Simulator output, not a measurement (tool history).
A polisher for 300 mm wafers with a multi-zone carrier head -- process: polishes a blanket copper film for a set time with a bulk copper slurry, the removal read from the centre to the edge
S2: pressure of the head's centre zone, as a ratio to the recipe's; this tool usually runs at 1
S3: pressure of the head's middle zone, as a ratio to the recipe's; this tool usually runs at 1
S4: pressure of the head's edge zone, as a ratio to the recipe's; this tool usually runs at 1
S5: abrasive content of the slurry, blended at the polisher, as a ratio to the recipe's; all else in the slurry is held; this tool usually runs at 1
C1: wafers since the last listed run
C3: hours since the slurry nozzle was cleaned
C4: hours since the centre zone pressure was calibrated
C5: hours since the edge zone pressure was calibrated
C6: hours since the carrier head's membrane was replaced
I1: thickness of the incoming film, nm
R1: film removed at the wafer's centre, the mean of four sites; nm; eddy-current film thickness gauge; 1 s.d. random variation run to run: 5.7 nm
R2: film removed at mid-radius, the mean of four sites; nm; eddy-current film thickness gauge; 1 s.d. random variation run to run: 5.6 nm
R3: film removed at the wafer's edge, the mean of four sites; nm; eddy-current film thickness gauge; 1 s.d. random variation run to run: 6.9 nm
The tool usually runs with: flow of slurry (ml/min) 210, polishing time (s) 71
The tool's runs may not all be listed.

run 1 hour=0 | flow_of_slurry_(ml/min)=210 S2=1 S3=1 S4=0.93 S5=1 polishing_time_(s)=71 | C1=0 wafers_polished_on_this_pad=405 C3=764.7 C4=718.8 C5=361.4 C6=75.2 | I1=4484.8 | R1=485.5 R2=500.7 R3=478.1
-- hour=5.7 slurry nozzle cleaned
run 2 hour=81.5 | flow_of_slurry_(ml/min)=210 S2=1 S3=1 S4=0.93 S5=1 polishing_time_(s)=71 | C1=563 wafers_polished_on_this_pad=969 C3=75.8 C4=800.3 C5=442.9 C6=156.7 | I1=4535.6 | R1=479.2 R2=498.8 R3=499.9
run 3 hour=138.3 | flow_of_slurry_(ml/min)=270 S2=1 S3=1 S4=0.93 S5=1 polishing_time_(s)=71 | C1=397 wafers_polished_on_this_pad=1366 C3=132.6 C4=857.1 C5=499.7 C6=213.5 | I1=4491.1 | R1=491.4 R2=512.7 R3=505.5
run 4 hour=186 | flow_of_slurry_(ml/min)=140 S2=1 S3=1.1 S4=1 S5=0.75 polishing_time_(s)=71 | C1=333 wafers_polished_on_this_pad=1700 C3=180.3 C4=904.8 C5=547.4 C6=261.2 | I1=4535 | R1=393.9 R2=463.4 R3=440.5
run 5 hour=247 | flow_of_slurry_(ml/min)=210 S2=1 S3=1 S4=1 S5=1 polishing_time_(s)=71 | C1=426 wafers_polished_on_this_pad=2127 C3=241.3 C4=965.8 C5=608.4 C6=322.2 | I1=4509.3 | R1=460.1 R2=492 R3=497.9
run 6 hour=288.7 | flow_of_slurry_(ml/min)=250 S2=0.91 S3=1 S4=1 S5=1 polishing_time_(s)=84 | C1=291 wafers_polished_on_this_pad=2419 C3=283 C4=1007.5 C5=650.1 C6=363.9 | I1=4579.2 | R1=514.1 R2=600.9 R3=620.6
-- hour=413.7 edge zone pressure recalibrated
run 7 hour=443 | flow_of_slurry_(ml/min)=210 S2=0.89 S3=1 S4=1 S5=1 polishing_time_(s)=85 | C1=1065 wafers_polished_on_this_pad=3485 C3=437.3 C4=1161.8 C5=29.3 C6=518.2 | I1=4463.9 | R1=479.6 R2=583 R3=617.5
run 8 hour=518.5 | flow_of_slurry_(ml/min)=185 S2=1 S3=1 S4=1.07 S5=1 polishing_time_(s)=71 | C1=528 wafers_polished_on_this_pad=4013 C3=512.8 C4=1237.3 C5=104.8 C6=593.7 | I1=4471.3 | R1=437.8 R2=477.1 R3=519.5
-- hour=524.4 carrier head's membrane replaced by a new one
-- hour=547.3 worn pad replaced by a new one
run 9 hour=584.2 | flow_of_slurry_(ml/min)=155 S2=1 S3=0.95 S4=0.91 S5=1 polishing_time_(s)=71 | C1=396 wafers_polished_on_this_pad=258 C3=578.5 C4=1303 C5=170.5 C6=59.8 | I1=4467.2 | R1=419.5 R2=465.2 R3=460.3
-- hour=600 centre zone pressure recalibrated
run 10 hour=676.8 | flow_of_slurry_(ml/min)=210 S2=1 S3=1 S4=0.94 S5=1 polishing_time_(s)=71 | C1=634 wafers_polished_on_this_pad=892 C3=671.1 C4=76.8 C5=263.1 C6=152.4 | I1=4484.7 | R1=518.8 R2=492.9 R3=507.7
run 11 hour=768.1 | flow_of_slurry_(ml/min)=210 S2=1 S3=1 S4=1 S5=1 polishing_time_(s)=71 | C1=638 wafers_polished_on_this_pad=1531 C3=762.4 C4=168.1 C5=354.4 C6=243.7 | I1=4542.5 | R1=518.8 R2=499.8 R3=512.9
run 12 hour=828.7 | flow_of_slurry_(ml/min)=210 S2=1 S3=1 S4=1 S5=1 polishing_time_(s)=71 | C1=424 wafers_polished_on_this_pad=1955 C3=823 C4=228.7 C5=415 C6=304.3 | I1=4432.2 | R1=518.4 R2=488.9 R3=508.9
-- hour=840.9 slurry nozzle cleaned
run 13 hour=918.3 | flow_of_slurry_(ml/min)=210 S2=0.96 S3=1.05 S4=1.08 S5=1 polishing_time_(s)=71 | C1=620 wafers_polished_on_this_pad=2575 C3=77.4 C4=318.3 C5=504.6 C6=393.9 | I1=4449.1 | R1=482.4 R2=521.5 R3=525.7
run 14 hour=1010.1 | flow_of_slurry_(ml/min)=210 S2=1 S3=1 S4=1 S5=1 polishing_time_(s)=71 | C1=642 wafers_polished_on_this_pad=3217 C3=169.2 C4=410.1 C5=596.4 C6=485.7 | I1=4545.4 | R1=503.6 R2=494 R3=513.8
-- hour=1069 carrier head's membrane replaced by a new one
run 15 hour=1089.6 | flow_of_slurry_(ml/min)=210 S2=1 S3=1 S4=1 S5=1 polishing_time_(s)=71 | C1=521 wafers_polished_on_this_pad=3739 C3=248.7 C4=489.6 C5=675.9 C6=20.6 | I1=4441.6 | R1=503.1 R2=500.9 R3=509.9
-- hour=1103.5 worn pad replaced by a new one
-- hour=1356.3 edge zone pressure recalibrated
run 16 hour=1394.5 | flow_of_slurry_(ml/min)=210 S2=1.07 S3=1 S4=1 S5=1 polishing_time_(s)=71 | C1=2091 wafers_polished_on_this_pad=2022 C3=553.6 C4=794.5 C5=38.2 C6=325.5 | I1=4501.8 | R1=513.8 R2=495.5 R3=513.2
-- hour=1609.1 carrier head's membrane replaced by a new one
run 17 hour=1657.3 | flow_of_slurry_(ml/min)=210 S2=1 S3=1 S4=1 S5=1 polishing_time_(s)=71 | C1=1804 wafers_polished_on_this_pad=3826 C3=816.4 C4=1057.3 C5=301 C6=48.2 | I1=4504.4 | R1=461.1 R2=497.9 R3=511.9
run 18 hour=1716.9 | flow_of_slurry_(ml/min)=210 S2=1 S3=1 S4=0.95 S5=1 polishing_time_(s)=71 | C1=417 wafers_polished_on_this_pad=4243 C3=876 C4=1116.9 C5=360.6 C6=107.8 | I1=4557.7 | R1=464.7 R2=499.4 R3=503.5
-- hour=1726.5 worn pad replaced by a new one
-- hour=1824.8 slurry nozzle cleaned
-- hour=1875.1 centre zone pressure recalibrated
run 19 hour=1918.9 | flow_of_slurry_(ml/min)=210 S2=1 S3=1 S4=1 S5=0.9 polishing_time_(s)=52 | C1=1364 wafers_polished_on_this_pad=1325 C3=94.1 C4=43.8 C5=562.6 C6=309.8 | I1=4393.6 | R1=361 R2=350.3 R3=363.9
run 20 hour=1976.7 | flow_of_slurry_(ml/min)=210 S2=1 S3=1 S4=1 S5=1 polishing_time_(s)=71 | C1=404 wafers_polished_on_this_pad=1729 C3=151.9 C4=101.6 C5=620.4 C6=367.6 | I1=4441.2 | R1=512.2 R2=503 R3=512.9
run 21 hour=2018.9 | flow_of_slurry_(ml/min)=280 S2=1 S3=1 S4=1 S5=1 polishing_time_(s)=71 | C1=295 wafers_polished_on_this_pad=2025 C3=194.1 C4=143.8 C5=662.6 C6=409.8 | I1=4495 | R1=527.5 R2=505.3 R3=519.2
run 22 hour=2122.3 | flow_of_slurry_(ml/min)=210 S2=1 S3=0.92 S4=1 S5=1 polishing_time_(s)=71 | C1=723 wafers_polished_on_this_pad=2748 C3=297.5 C4=247.2 C5=766 C6=513.2 | I1=4584.5 | R1=507.6 R2=457 R3=512.1

Here are 3 independent what-if runs from the current tool condition. What would each one return?
run A hour=2122.7 | flow_of_slurry_(ml/min)=210 S2=1 S3=1 S4=1 S5=0.75 polishing_time_(s)=71 | C1=2 wafers_polished_on_this_pad=2751 C3=297.9 C4=247.6 C5=766.4 C6=513.6 | I1=4416.3 | R1=? R2=? R3=?
run B hour=2122.7 | flow_of_slurry_(ml/min)=210 S2=1 S3=1.06 S4=1 S5=1 polishing_time_(s)=71 | C1=2 wafers_polished_on_this_pad=2751 C3=297.9 C4=247.6 C5=766.4 C6=513.6 | I1=4416.3 | R1=? R2=? R3=?
run C hour=2122.7 | flow_of_slurry_(ml/min)=210 S2=1 S3=1 S4=0.89 S5=1 polishing_time_(s)=90 | C1=2 wafers_polished_on_this_pad=2751 C3=297.9 C4=247.6 C5=766.4 C6=513.6 | I1=4416.3 | R1=? R2=? R3=?

run=A R1=452.1 R2=456.4 R3=464.1
run=B R1=498.3 R2=528.3 R3=510.9
run=C R1=631.4 R2=637.5 R3=613.6
Take away the tool's hidden state, keep each run's random variation, and the runs would have read:
run=A R1=464.4 R2=456.4 R3=464.1
run=B R1=511.8 R2=528.2 R3=510.9
run=C R1=648.5 R2=637.4 R3=613.6
